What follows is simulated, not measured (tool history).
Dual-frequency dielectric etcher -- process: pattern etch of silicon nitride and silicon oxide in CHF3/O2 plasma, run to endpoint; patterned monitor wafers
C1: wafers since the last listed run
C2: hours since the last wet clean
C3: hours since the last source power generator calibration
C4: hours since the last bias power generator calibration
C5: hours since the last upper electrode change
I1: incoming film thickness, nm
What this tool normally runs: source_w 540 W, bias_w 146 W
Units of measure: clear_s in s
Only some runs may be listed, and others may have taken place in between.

run 1 day=0 | source_w=610 bias_w=123 | C1=0 C2=250.8 C3=4310.1 C4=3763.3 C5=4414.1 | I1=180.6 | clear_s=152.2
run 2 day=1.229 | source_w=540 bias_w=146 | C1=242 C2=280.3 C3=4339.6 C4=3792.8 C5=4443.6 | I1=180.1 | clear_s=152.7
run 3 day=1.988 | source_w=540 bias_w=146 | C1=149 C2=298.5 C3=4357.8 C4=3811 C5=4461.8 | I1=180.1 | clear_s=150.7
run 4 day=2.979 | source_w=480 bias_w=146 | C1=196 C2=322.3 C3=4381.6 C4=3834.8 C5=4485.6 | I1=179.2 | clear_s=162.4
run 5 day=4.45 | source_w=480 bias_w=146 | C1=290 C2=357.6 C3=4416.9 C4=3870.1 C5=4520.9 | I1=176.8 | clear_s=159.1
-- day=6.054 wet clean of the chamber
-- day=6.412 upper electrode replaced
run 6 day=7.65 | source_w=480 bias_w=146 | C1=364 C2=38.3 C3=4493.7 C4=3946.9 C5=29.7 | I1=181.4 | clear_s=163.8
run 7 day=8.533 | source_w=540 bias_w=146 | C1=174 C2=59.5 C3=4514.9 C4=3968.1 C5=50.9 | I1=182.2 | clear_s=155.5
-- day=8.862 source power generator calibrated
run 8 day=9.958 | source_w=540 bias_w=146 | C1=248 C2=93.7 C3=26.3 C4=4002.3 C5=85.1 | I1=180.5 | clear_s=152.6
-- day=10.342 bias power generator calibrated
run 9 day=10.55 | source_w=500 bias_w=131 | C1=84 C2=107.9 C3=40.5 C4=5 C5=99.3 | I1=179.6 | clear_s=165.7
run 10 day=11.954 | source_w=540 bias_w=127 | C1=277 C2=141.6 C3=74.2 C4=38.7 C5=133 | I1=180.7 | clear_s=161.1
run 11 day=13.308 | source_w=620 bias_w=177 | C1=267 C2=174.1 C3=106.7 C4=71.2 C5=165.5 | I1=181.4 | clear_s=132.5
run 12 day=14.65 | source_w=440 bias_w=146 | C1=265 C2=206.3 C3=138.9 C4=103.4 C5=197.7 | I1=180.2 | clear_s=172.2
run 13 day=15.15 | source_w=400 bias_w=168 | C1=98 C2=218.3 C3=150.9 C4=115.4 C5=209.7 | I1=181 | clear_s=171
run 14 day=15.917 | source_w=610 bias_w=156 | C1=151 C2=236.7 C3=169.3 C4=133.8 C5=228.1 | I1=178.6 | clear_s=139.1
run 15 day=16.625 | source_w=400 bias_w=168 | C1=140 C2=253.7 C3=186.3 C4=150.8 C5=245.1 | I1=180.4 | clear_s=169.5

What if the next run were any one of these 3? Each begins from the tool's condition after run 15:
run A day=16.646 | source_w=540 bias_w=146 | C1=4 C2=254.2 C3=186.8 C4=151.3 C5=245.6 | I1=181.3 | clear_s=?
run B day=16.646 | source_w=660 bias_w=146 | C1=4 C2=254.2 C3=186.8 C4=151.3 C5=245.6 | I1=181.3 | clear_s=?
run C day=16.646 | source_w=590 bias_w=175 | C1=4 C2=254.2 C3=186.8 C4=151.3 C5=245.6 | I1=181.3 | clear_s=?

run=A clear_s=153.3
run=B clear_s=138.4
run=C clear_s=136.6
Had the tool no hidden state, the same runs would have come out as:
run=A clear_s=153.3
run=B clear_s=138.4
run=C clear_s=136.6

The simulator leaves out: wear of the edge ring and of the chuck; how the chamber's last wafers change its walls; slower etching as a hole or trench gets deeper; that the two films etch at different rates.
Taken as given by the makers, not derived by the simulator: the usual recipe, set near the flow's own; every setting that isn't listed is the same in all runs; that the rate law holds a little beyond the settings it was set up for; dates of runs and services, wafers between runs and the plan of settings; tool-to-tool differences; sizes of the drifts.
